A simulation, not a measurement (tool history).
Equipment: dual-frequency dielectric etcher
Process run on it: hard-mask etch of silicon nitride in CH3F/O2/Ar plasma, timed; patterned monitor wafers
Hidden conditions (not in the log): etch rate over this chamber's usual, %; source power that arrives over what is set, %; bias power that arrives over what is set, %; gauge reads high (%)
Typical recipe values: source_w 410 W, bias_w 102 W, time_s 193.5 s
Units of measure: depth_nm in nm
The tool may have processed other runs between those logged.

run   hour  source_w  bias_w  time_s  wafers since the last listed run  hours since the last wet clean  hours since the last source power generator calibration  hours since the last bias power generator calibration  hours since the last upper electrode change  hours since the gauge calibration  read-back reference wafer on the same gauge, depth_nm  depth_nm
  1    0.0       410     102   193.5                                 0                           407.2                                                   3054.9                                                 4985.4                                       6181.8                              417.3                                                  168.0     141.6
  2   25.4       410     102   193.5                               241                           432.6                                                   3080.3                                                 5010.8                                       6207.2                              442.7                                                  168.0     141.3
  3   54.1       410      93   193.5                               272                           461.3                                                   3109.0                                                 5039.5                                       6235.9                              471.4                                                  168.0     137.7
  4  111.0       410      93   193.5                               540                           518.2                                                   3165.9                                                 5096.4                                       6292.8                              528.3                                                  167.9     138.0
  5  124.9       410      93   193.5                               132                           532.1                                                   3179.8                                                 5110.3                                       6306.7                              542.2                                                  168.0     137.9
     130.8  -- gauge calibrated
     156.9  -- upper electrode replaced
  6  157.4       410     118   154.5                                80                           564.6                                                   3212.3                                                 5142.8                                          0.5                               26.6                                                  168.0     118.4
  7  177.3       410     118   154.5                               189                           584.5                                                   3232.2                                                 5162.7                                         20.4                               46.5                                                  168.1     118.7
  8  194.4       470      79   227.5                               162                           601.6                                                   3249.3                                                 5179.8                                         37.5                               63.6                                                  168.0     161.6
  9  216.4       310      84   250.0                               208                           623.6                                                   3271.3                                                 5201.8                                         59.5                               85.6                                                  167.9     155.5
     236.1  -- source power generator calibrated
     243.9  -- bias power generator calibrated
 10  251.4       410     110   193.5                               256                           658.6                                                     15.3                                                    7.5                                         94.5                              120.6                                                  168.0     144.7
     319.5  -- wet clean of the chamber
 11  320.0       310     120   193.5                               423                             0.5                                                     83.9                                                   76.1                                        163.1                              189.2                                                  167.9     134.6
 12  338.4       490      77   216.0                               174                            18.9                                                    102.3                                                   94.5                                        181.5                              207.6                                                  167.9     154.9
 13  364.5       410     102   193.5                               247                            45.0                                                    128.4                                                  120.6                                        207.6                              233.7                                                  168.0     141.2
 14  399.4       410     102   193.5                               331                            79.9                                                    163.3                                                  155.5                                        242.5                              268.6                                                  168.0     141.6
 15  414.2       350     102   236.5                               140                            94.7                                                    178.1                                                  170.3                                        257.3                              283.4                                                  168.0     163.8

Exercise: give the hidden state of the tool at every run:
etch rate over this chamber's usual, %: 0 in every run
source power that arrives over what is set, %: 0 in every run
bias power that arrives over what is set, %: 0 in every run
gauge reads high (%): 0 in every run

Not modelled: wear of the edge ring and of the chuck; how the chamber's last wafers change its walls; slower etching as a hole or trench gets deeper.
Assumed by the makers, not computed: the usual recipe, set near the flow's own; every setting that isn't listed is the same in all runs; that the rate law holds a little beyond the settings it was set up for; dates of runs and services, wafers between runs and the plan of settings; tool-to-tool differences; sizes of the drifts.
